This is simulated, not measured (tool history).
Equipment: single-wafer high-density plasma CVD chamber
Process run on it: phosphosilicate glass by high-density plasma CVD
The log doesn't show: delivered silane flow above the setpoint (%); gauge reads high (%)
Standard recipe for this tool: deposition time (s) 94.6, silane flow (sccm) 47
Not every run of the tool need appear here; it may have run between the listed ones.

run    hour  deposition time (s)  silane flow (sccm)  wafers since the last listed run  hours since the silane flow controller was replaced  hours since the gauge calibration  read-back reference wafer on the same gauge, thickness_nm  mean film thickness on the monitor wafer (angstrom)
  1     0.0                 94.6                  47                                 0                                               1289.6                              667.5                                                    484.829                                              4352.00
  2    29.4                 94.6                  54                               385                                               1319.0                              696.9                                                    485.292                                              5024.62
  3    61.4                101.3                  47                               419                                               1351.0                              728.9                                                    484.079                                              4702.14
  4    89.8                 94.6                  47                               372                                               1379.4                              757.3                                                    485.053                                              4366.05
  5   181.3                 94.6                  42                              1199                                               1470.9                              848.8                                                    485.535                                              3933.41
  6   208.0                 94.6                  47                               350                                               1497.6                              875.5                                                    484.575                                              4392.19
  7   235.4                 94.6                  47                               359                                               1525.0                              902.9                                                    485.619                                              4383.73
  8   258.5                 94.6                  47                               302                                               1548.1                              926.0                                                    485.226                                              4414.57
  9   278.5                 89.6                  47                               262                                               1568.1                              946.0                                                    485.114                                              4131.23
 10   307.3                102.5                  47                               377                                               1596.9                              974.8                                                    485.385                                              4721.93
 11   327.1                102.5                  47                               259                                               1616.7                              994.6                                                    485.936                                              4732.44
 12   357.9                 94.6                  47                               403                                               1647.5                             1025.4                                                    485.200                                              4337.51
 13   372.4                 94.6                  47                               190                                               1662.0                             1039.9                                                    485.545                                              4372.03
 14   393.6                 94.6                  47                               277                                               1683.2                             1061.1                                                    485.480                                              4341.43
 15   423.9                 94.6                  47                               397                                               1713.5                             1091.4                                                    485.739                                              4373.69
 16   455.1                 94.6                  47                               409                                               1744.7                             1122.6                                                    484.686                                              4340.29
 17   488.5                107.7                  47                               437                                               1778.1                             1156.0                                                    484.631                                              4985.59
 18   515.0                107.7                  47                               347                                               1804.6                             1182.5                                                    486.112                                              4937.35
 19   536.5                 94.6                  47                               281                                               1826.1                             1204.0                                                    484.184                                              4377.15
 20   570.4                 94.6                  47                               444                                               1860.0                             1237.9                                                    484.670                                              4357.37
 21   593.0                 94.6                  47                               296                                               1882.6                             1260.5                                                    484.802                                              4325.14
 22   611.8                 94.6                  47                               246                                               1901.4                             1279.3                                                    485.177                                              4381.94
 23   630.1                 94.6                  47                               239                                               1919.7                             1297.6                                                    485.047                                              4345.65
 24   652.8                 94.6                  47                               297                                               1942.4                             1320.3                                                    484.540                                              4323.47
      669.0  -- gauge calibrated
 25   677.3                 80.5                  54                               321                                               1966.9                                8.3                                                    484.697                                              4199.67
 26   762.0                 94.6                  47                              1110                                               2051.6                               93.0                                                    484.795                                              4362.76
 27   787.0                 89.6                  47                               327                                               2076.6                              118.0                                                    484.686                                              4142.30
 28   819.5                 94.6                  47                               426                                               2109.1                              150.5                                                    484.626                                              4346.07
      862.0  -- silane flow controller replaced
 29   862.5                 94.6                  47                               458                                                  0.5                              193.5                                                    484.087                                              4629.97
 30   888.8                 80.5                  47                               344                                                 26.8                              219.8                                                    485.104                                              3977.98
 31   922.8                 94.6                  47                               445                                                 60.8                              253.8                                                    485.725                                              4605.56
 32   951.8                 82.5                  41                               380                                                 89.8                              282.8                                                    484.893                                              3534.06
 33   979.4                 94.6                  47                               361                                                117.4                              310.4                                                    485.225                                              4583.79
 34  1008.5                112.3                  42                               381                                                146.5                              339.5                                                    485.152                                              4857.74
 35  1043.5                 94.6                  47                               458                                                181.5                              374.5                                                    484.120                                              4559.75
 36  1072.3                 82.0                  43                               377                                                210.3                              403.3                                                    484.576                                              3621.36
 37  1090.0                 94.6                  51                               232                                                228.0                              421.0                                                    483.623                                              4921.66
 38  1120.6                 78.3                  40                               401                                                258.6                              451.6                                                    484.614                                              3234.89
 39  1146.6                110.8                  44                               340                                                284.6                              477.6                                                    484.642                                              5003.71
 40  1181.5                 80.2                  47                               457                                                319.5                              512.5                                                    484.669                                              3853.28
 41  1213.3                 94.6                  47                               416                                                351.3                              544.3                                                    485.087                                              4534.01
 42  1248.1                110.9                  42                               456                                                386.1                              579.1                                                    485.175                                              4752.38
 43  1281.4                 87.3                  44                               436                                                419.4                              612.4                                                    485.257                                              3901.45
 44  1300.6                 89.3                  38                               251                                                438.6                              631.6                                                    484.888                                              3474.49
 45  1323.7                 81.0                  43                               302                                                461.7                              654.7                                                    485.188                                              3525.20
 46  1397.7                 94.6                  52                               970                                                535.7                              728.7                                                    485.114                                              4971.79
 47  1429.5                 94.6                  38                               416                                                567.5                              760.5                                                    486.019                                              3689.59

How the hidden state differs across the entries between the runs, from the last listed run before each to the first after it:
From run 24 to run 25: gauge calibrated (hour 669.0)
  delivered silane flow above the setpoint (%): -5.81 -> -5.83
  what was measured, less what the result would be without the hidden state, mean film thickness on the monitor wafer (angstrom): -253.90 -> -247.40
From run 28 to run 29: silane flow controller replaced (hour 862.0)
  delivered silane flow above the setpoint (%): -5.92 -> 0.324
  what was measured, less what the result would be without the hidden state, mean film thickness on the monitor wafer (angstrom): -260.22 -> +14.29

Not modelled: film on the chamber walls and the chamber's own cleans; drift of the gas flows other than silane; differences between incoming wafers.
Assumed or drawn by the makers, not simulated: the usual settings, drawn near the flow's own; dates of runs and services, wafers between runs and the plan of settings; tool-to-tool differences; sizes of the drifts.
